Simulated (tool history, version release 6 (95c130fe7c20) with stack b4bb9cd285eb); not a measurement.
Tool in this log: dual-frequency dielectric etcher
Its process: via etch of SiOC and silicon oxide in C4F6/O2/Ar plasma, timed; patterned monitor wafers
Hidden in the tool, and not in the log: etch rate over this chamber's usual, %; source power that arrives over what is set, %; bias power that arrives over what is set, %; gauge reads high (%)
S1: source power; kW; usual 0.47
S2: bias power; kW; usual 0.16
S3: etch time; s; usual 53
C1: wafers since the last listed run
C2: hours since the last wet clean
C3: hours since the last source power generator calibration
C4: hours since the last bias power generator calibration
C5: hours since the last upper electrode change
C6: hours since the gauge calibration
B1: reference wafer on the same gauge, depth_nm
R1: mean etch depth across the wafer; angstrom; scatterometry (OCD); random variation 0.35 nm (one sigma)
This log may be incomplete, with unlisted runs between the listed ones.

run    hour    S1     S2    S3    C1     C2      C3      C4      C5      C6    B1   R1
  1       0  0.47  0.136    53     0  299.9    2584  2291.2    4139   361.4  55.9  556
       57.5  -- wet clean of the chamber
  2   102.6  0.47  0.136    53   816   45.1  2686.6  2393.8  4241.6     464  56.1  565
  3     143  0.47   0.16    53   419   85.5    2727  2434.2    4282   504.4  56.2  581
  4     236  0.47   0.16    53   966  178.5    2820  2527.2    4375   597.4  56.2  587
  5   298.8  0.47  0.181    53   652  241.3  2882.8    2590  4437.8   660.2  56.3  614
  6   480.9  0.47  0.181    53  1892  423.4  3064.9  2772.1  4619.9   842.3  56.4  603
      505.9  -- wet clean of the chamber
  7   569.8  0.47  0.181    53   674   63.9  3153.8    2861  4708.8   931.2  56.4  605
      639.4  -- source power generator calibrated
      653.6  -- upper electrode replaced
  8   654.1  0.47   0.16    53   687  148.2    14.7  2945.3     0.5  1015.5  56.5  592
  9   742.3  0.47   0.16    53   916  236.4   102.9  3033.5    88.7  1103.7  56.6  588
 10   807.6  0.47  0.178    53   678  301.7   168.2  3098.8     154    1169  56.7  611
 11   847.7  0.52  0.191    53   416  341.8   208.3  3138.9   194.1  1209.1  56.6  644
      905.9  -- wet clean of the chamber
 12   907.8  0.42   0.16    53   375    1.9   268.4    3199   254.2  1269.2  56.6  562
 13   973.2  0.42  0.131    45   679   67.3   333.8  3264.4   319.6  1334.6  56.6  459
 14  1048.6  0.55  0.179    59   783  142.7   409.2  3339.8     395    1410  56.7  714
 15  1106.6  0.47   0.16    53   602  200.7   467.2  3397.8     453    1468  56.7  598
       1172  -- bias power generator calibrated
     1185.5  -- gauge calibrated
 16  1194.1  0.47   0.16  64.5   867  288.2   554.7    22.1   540.5     8.6  55.3  696
 17  1263.8  0.52  0.133    67   724  357.9   624.4    91.8   610.2    78.3  55.4  721
 18  1301.6  0.47   0.16    53   392  395.7   662.2   129.6     648   116.1  55.6  578
       1341  -- wet clean of the chamber
 19  1341.5  0.47   0.16    53   165    0.5   702.1   169.5   687.9     156  55.7  586
 20  1409.3  0.39  0.148  44.5   704   68.3   769.9   237.3   755.7   223.8  55.9  447
 21  1498.6  0.47  0.131    53   928  157.6   859.2   326.6     845   313.1  55.9  553

What if the next run were any one of these 5? Each begins from the tool's condition after run 21:
  A  1499  0.47   0.16    53   4  158  859.6  327  845.4  313.5   ?   ?
  B  1499   0.5  0.132  61.5   4  158  859.6  327  845.4  313.5   ?   ?
  C  1499  0.47  0.197    53   4  158  859.6  327  845.4  313.5   ?   ?
  D  1499  0.52  0.188  37.5   4  158  859.6  327  845.4  313.5   ?   ?
  E  1499  0.47  0.181    43   4  158  859.6  327  845.4  313.5   ?   ?

run  B1   R1
  A  56  576
  B  56  649
  C  56  611
  D  56  442
  E  56  484
What these runs would have given with no unlogged condition in the tool:
run   R1
  A  566
  B  638
  C  600
  D  434
  E  475

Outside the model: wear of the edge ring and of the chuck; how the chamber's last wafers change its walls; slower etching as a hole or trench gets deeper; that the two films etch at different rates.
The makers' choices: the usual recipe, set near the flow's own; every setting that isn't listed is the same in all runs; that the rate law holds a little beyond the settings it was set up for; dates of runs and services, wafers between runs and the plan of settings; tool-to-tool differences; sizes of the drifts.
